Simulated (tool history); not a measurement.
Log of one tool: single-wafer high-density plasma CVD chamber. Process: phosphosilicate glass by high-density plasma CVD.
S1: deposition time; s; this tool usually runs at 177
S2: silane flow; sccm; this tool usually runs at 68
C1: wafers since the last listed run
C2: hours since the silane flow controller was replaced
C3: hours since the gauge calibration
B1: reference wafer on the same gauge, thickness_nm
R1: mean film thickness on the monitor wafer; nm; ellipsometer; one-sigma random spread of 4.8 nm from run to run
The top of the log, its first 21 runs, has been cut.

{"run": 22, "hour": 1055.2, "S1": 195, "S2": 78, "C1": 280, "C2": 4638.8, "C3": 44.2, "B1": 1410.564, "R1": 1460.425}
{"run": 23, "hour": 1114.8, "S1": 177, "S2": 58, "C1": 414, "C2": 4698.4, "C3": 103.8, "B1": 1411.807, "R1": 998.342}
{"run": 24, "hour": 1158.4, "S1": 188, "S2": 61, "C1": 303, "C2": 4742, "C3": 147.4, "B1": 1410.68, "R1": 1108.508}
{"run": 25, "hour": 1202.2, "S1": 208, "S2": 60, "C1": 304, "C2": 4785.8, "C3": 191.2, "B1": 1411.19, "R1": 1214.045}
{"hour": 1236.6, "done": "silane flow controller replaced"}
{"run": 26, "hour": 1237.1, "S1": 145, "S2": 76, "C1": 187, "C2": 0.5, "C3": 226.1, "B1": 1410.91, "R1": 1096.295}
{"run": 27, "hour": 1301.0, "S1": 168, "S2": 68, "C1": 444, "C2": 64.4, "C3": 290, "B1": 1408.1, "R1": 1147.82}
{"run": 28, "hour": 1340.9, "S1": 177, "S2": 68, "C1": 277, "C2": 104.3, "C3": 329.9, "B1": 1408.555, "R1": 1199.421}
{"run": 29, "hour": 1374.6, "S1": 177, "S2": 68, "C1": 234, "C2": 138, "C3": 363.6, "B1": 1410.222, "R1": 1196.627}
{"run": 30, "hour": 1439.0, "S1": 177, "S2": 72, "C1": 448, "C2": 202.4, "C3": 428, "B1": 1413.493, "R1": 1270.094}
{"run": 31, "hour": 1507.0, "S1": 177, "S2": 68, "C1": 473, "C2": 270.4, "C3": 496, "B1": 1409.409, "R1": 1201.271}
{"run": 32, "hour": 1545.0, "S1": 157, "S2": 63, "C1": 264, "C2": 308.4, "C3": 534, "B1": 1410.849, "R1": 993.812}

Run 33, settings as shown, results not yet in. Your forecast:
{"run": 33, "hour": 1605.9, "S1": 177, "S2": 68, "C1": 423, "C2": 369.3, "C3": 594.9, "B1": "?", "R1": "?"}

Run 33 measured B1 1409.944, R1 1204.236 nm.
With the hidden condition absent and the run-to-run variation left alone, this run would have shown R1 1214.085 nm.
